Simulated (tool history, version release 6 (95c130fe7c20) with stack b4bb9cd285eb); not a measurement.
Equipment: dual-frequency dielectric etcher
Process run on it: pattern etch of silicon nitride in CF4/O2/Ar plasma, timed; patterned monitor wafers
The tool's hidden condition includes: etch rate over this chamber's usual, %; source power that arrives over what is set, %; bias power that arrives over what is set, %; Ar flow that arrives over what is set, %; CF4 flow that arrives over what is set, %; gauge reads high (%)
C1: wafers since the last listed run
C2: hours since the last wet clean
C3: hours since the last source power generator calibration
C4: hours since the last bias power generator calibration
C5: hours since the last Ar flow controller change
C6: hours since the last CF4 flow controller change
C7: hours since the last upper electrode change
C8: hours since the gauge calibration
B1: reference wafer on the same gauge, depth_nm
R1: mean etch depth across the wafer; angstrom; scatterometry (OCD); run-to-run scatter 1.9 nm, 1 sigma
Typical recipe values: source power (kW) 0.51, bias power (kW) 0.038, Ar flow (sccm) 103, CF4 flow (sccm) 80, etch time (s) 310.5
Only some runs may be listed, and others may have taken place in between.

run 1 hour=0 | source_power_(kW)=0.51 bias_power_(kW)=0.038 Ar_flow_(sccm)=103 CF4_flow_(sccm)=80 etch_time_(s)=310.5 | C1=0 C2=402.7 C3=2456.4 C4=2122 C5=230.7 C6=554.1 C7=3934.6 C8=157.2 | B1=504.7 | R1=5381
-- hour=34.4 upper electrode replaced
run 2 hour=38.9 | source_power_(kW)=0.51 bias_power_(kW)=0.038 Ar_flow_(sccm)=103 CF4_flow_(sccm)=80 etch_time_(s)=310.5 | C1=107 C2=441.6 C3=2495.3 C4=2160.9 C5=269.6 C6=593 C7=4.5 C8=196.1 | B1=505.2 | R1=5387
run 3 hour=108.4 | source_power_(kW)=0.61 bias_power_(kW)=0.048 Ar_flow_(sccm)=103 CF4_flow_(sccm)=61 etch_time_(s)=310.5 | C1=501 C2=511.1 C3=2564.8 C4=2230.4 C5=339.1 C6=662.5 C7=74 C8=265.6 | B1=505.4 | R1=6618
-- hour=163.9 wet clean of the chamber
run 4 hour=205 | source_power_(kW)=0.51 bias_power_(kW)=0.038 Ar_flow_(sccm)=121 CF4_flow_(sccm)=92 etch_time_(s)=239.5 | C1=523 C2=41.1 C3=2661.4 C4=2327 C5=435.7 C6=759.1 C7=170.6 C8=362.2 | B1=504.3 | R1=4088
-- hour=212.6 source power generator calibrated
run 5 hour=275.1 | source_power_(kW)=0.51 bias_power_(kW)=0.038 Ar_flow_(sccm)=103 CF4_flow_(sccm)=80 etch_time_(s)=310.5 | C1=476 C2=111.2 C3=62.5 C4=2397.1 C5=505.8 C6=829.2 C7=240.7 C8=432.3 | B1=505.3 | R1=5287
run 6 hour=348.4 | source_power_(kW)=0.41 bias_power_(kW)=0.041 Ar_flow_(sccm)=103 CF4_flow_(sccm)=80 etch_time_(s)=310.5 | C1=528 C2=184.5 C3=135.8 C4=2470.4 C5=579.1 C6=902.5 C7=314 C8=505.6 | B1=505.7 | R1=4353
run 7 hour=430.2 | source_power_(kW)=0.51 bias_power_(kW)=0.038 Ar_flow_(sccm)=103 CF4_flow_(sccm)=80 etch_time_(s)=310.5 | C1=589 C2=266.3 C3=217.6 C4=2552.2 C5=660.9 C6=984.3 C7=395.8 C8=587.4 | B1=504.8 | R1=5335
run 8 hour=511.8 | source_power_(kW)=0.51 bias_power_(kW)=0.041 Ar_flow_(sccm)=103 CF4_flow_(sccm)=96 etch_time_(s)=284 | C1=588 C2=347.9 C3=299.2 C4=2633.8 C5=742.5 C6=1065.9 C7=477.4 C8=669 | B1=505.6 | R1=5181
run 9 hour=567.4 | source_power_(kW)=0.45 bias_power_(kW)=0.038 Ar_flow_(sccm)=103 CF4_flow_(sccm)=66 etch_time_(s)=310.5 | C1=400 C2=403.5 C3=354.8 C4=2689.4 C5=798.1 C6=1121.5 C7=533 C8=724.6 | B1=504.7 | R1=4591
-- hour=656.1 bias power generator calibrated
run 10 hour=660.4 | source_power_(kW)=0.51 bias_power_(kW)=0.038 Ar_flow_(sccm)=123 CF4_flow_(sccm)=80 etch_time_(s)=310.5 | C1=641 C2=496.5 C3=447.8 C4=4.3 C5=891.1 C6=1214.5 C7=626 C8=817.6 | B1=504.7 | R1=5243
-- hour=695.6 wet clean of the chamber
run 11 hour=697.5 | source_power_(kW)=0.44 bias_power_(kW)=0.038 Ar_flow_(sccm)=124 CF4_flow_(sccm)=71 etch_time_(s)=310.5 | C1=94 C2=1.9 C3=484.9 C4=41.4 C5=928.2 C6=1251.6 C7=663.1 C8=854.7 | B1=505 | R1=4341
run 12 hour=737.1 | source_power_(kW)=0.51 bias_power_(kW)=0.038 Ar_flow_(sccm)=103 CF4_flow_(sccm)=80 etch_time_(s)=310.5 | C1=285 C2=41.5 C3=524.5 C4=81 C5=967.8 C6=1291.2 C7=702.7 C8=894.3 | B1=505 | R1=5272
run 13 hour=834.8 | source_power_(kW)=0.56 bias_power_(kW)=0.042 Ar_flow_(sccm)=127 CF4_flow_(sccm)=99 etch_time_(s)=310.5 | C1=704 C2=139.2 C3=622.2 C4=178.7 C5=1065.5 C6=1388.9 C7=800.4 C8=992 | B1=505.1 | R1=6010
run 14 hour=875.8 | source_power_(kW)=0.51 bias_power_(kW)=0.038 Ar_flow_(sccm)=103 CF4_flow_(sccm)=80 etch_time_(s)=310.5 | C1=295 C2=180.2 C3=663.2 C4=219.7 C5=1106.5 C6=1429.9 C7=841.4 C8=1033 | B1=504.7 | R1=5303
run 15 hour=940.5 | source_power_(kW)=0.51 bias_power_(kW)=0.038 Ar_flow_(sccm)=78 CF4_flow_(sccm)=80 etch_time_(s)=352 | C1=466 C2=244.9 C3=727.9 C4=284.4 C5=1171.2 C6=1494.6 C7=906.1 C8=1097.7 | B1=504.8 | R1=6305
run 16 hour=1021.7 | source_power_(kW)=0.51 bias_power_(kW)=0.038 Ar_flow_(sccm)=103 CF4_flow_(sccm)=80 etch_time_(s)=310.5 | C1=585 C2=326.1 C3=809.1 C4=365.6 C5=1252.4 C6=1575.8 C7=987.3 C8=1178.9 | B1=504.6 | R1=5324
run 17 hour=1084.5 | source_power_(kW)=0.43 bias_power_(kW)=0.038 Ar_flow_(sccm)=103 CF4_flow_(sccm)=80 etch_time_(s)=310.5 | C1=452 C2=388.9 C3=871.9 C4=428.4 C5=1315.2 C6=1638.6 C7=1050.1 C8=1241.7 | B1=505.1 | R1=4526
run 18 hour=1147 | source_power_(kW)=0.6 bias_power_(kW)=0.038 Ar_flow_(sccm)=103 CF4_flow_(sccm)=80 etch_time_(s)=269 | C1=450 C2=451.4 C3=934.4 C4=490.9 C5=1377.7 C6=1701.1 C7=1112.6 C8=1304.2 | B1=504.8 | R1=5459
run 19 hour=1204.6 | source_power_(kW)=0.6 bias_power_(kW)=0.033 Ar_flow_(sccm)=79 CF4_flow_(sccm)=85 etch_time_(s)=310.5 | C1=415 C2=509 C3=992 C4=548.5 C5=1435.3 C6=1758.7 C7=1170.2 C8=1361.8 | B1=505.3 | R1=6388
-- hour=1291.2 wet clean of the chamber
run 20 hour=1309.5 | source_power_(kW)=0.44 bias_power_(kW)=0.038 Ar_flow_(sccm)=121 CF4_flow_(sccm)=80 etch_time_(s)=310.5 | C1=583 C2=18.3 C3=1096.9 C4=653.4 C5=1540.2 C6=1863.6 C7=1275.1 C8=1466.7 | B1=504.7 | R1=4460
run 21 hour=1416.6 | source_power_(kW)=0.51 bias_power_(kW)=0.038 Ar_flow_(sccm)=117 CF4_flow_(sccm)=80 etch_time_(s)=365 | C1=772 C2=125.4 C3=1204 C4=760.5 C5=1647.3 C6=1970.7 C7=1382.2 C8=1573.8 | B1=505 | R1=6108

Hidden state at the last listed run before each entry between runs and at the first one after, where it differs:
Between runs 1 and 2: upper electrode replaced (hour 34.4)
  etch rate over this chamber's usual, %: 1.74 -> 1.9
  measured less the result without the state, R1: +92 -> +101 angstrom
Between runs 3 and 4: wet clean of the chamber (hour 163.9)
  etch rate over this chamber's usual, %: 2.2 -> 0.24
  measured less the result without the state, R1: +143 -> +10 angstrom
Between runs 4 and 5: source power generator calibrated (hour 212.6)
  etch rate over this chamber's usual, %: 0.24 -> 0.536
  measured less the result without the state, R1: +10 -> +28 angstrom
Between runs 9 and 10: bias power generator calibrated (hour 656.1)
  etch rate over this chamber's usual, %: 1.77 -> 2.16
  measured less the result without the state, R1: +80 -> +111 angstrom
Between runs 10 and 11: wet clean of the chamber (hour 695.6)
  etch rate over this chamber's usual, %: 2.16 -> -0.024
  measured less the result without the state, R1: +111 -> -1 angstrom
Between runs 19 and 20: wet clean of the chamber (hour 1291.2)
  etch rate over this chamber's usual, %: 2.12 -> 0.377
  measured less the result without the state, R1: +133 -> +17 angstrom

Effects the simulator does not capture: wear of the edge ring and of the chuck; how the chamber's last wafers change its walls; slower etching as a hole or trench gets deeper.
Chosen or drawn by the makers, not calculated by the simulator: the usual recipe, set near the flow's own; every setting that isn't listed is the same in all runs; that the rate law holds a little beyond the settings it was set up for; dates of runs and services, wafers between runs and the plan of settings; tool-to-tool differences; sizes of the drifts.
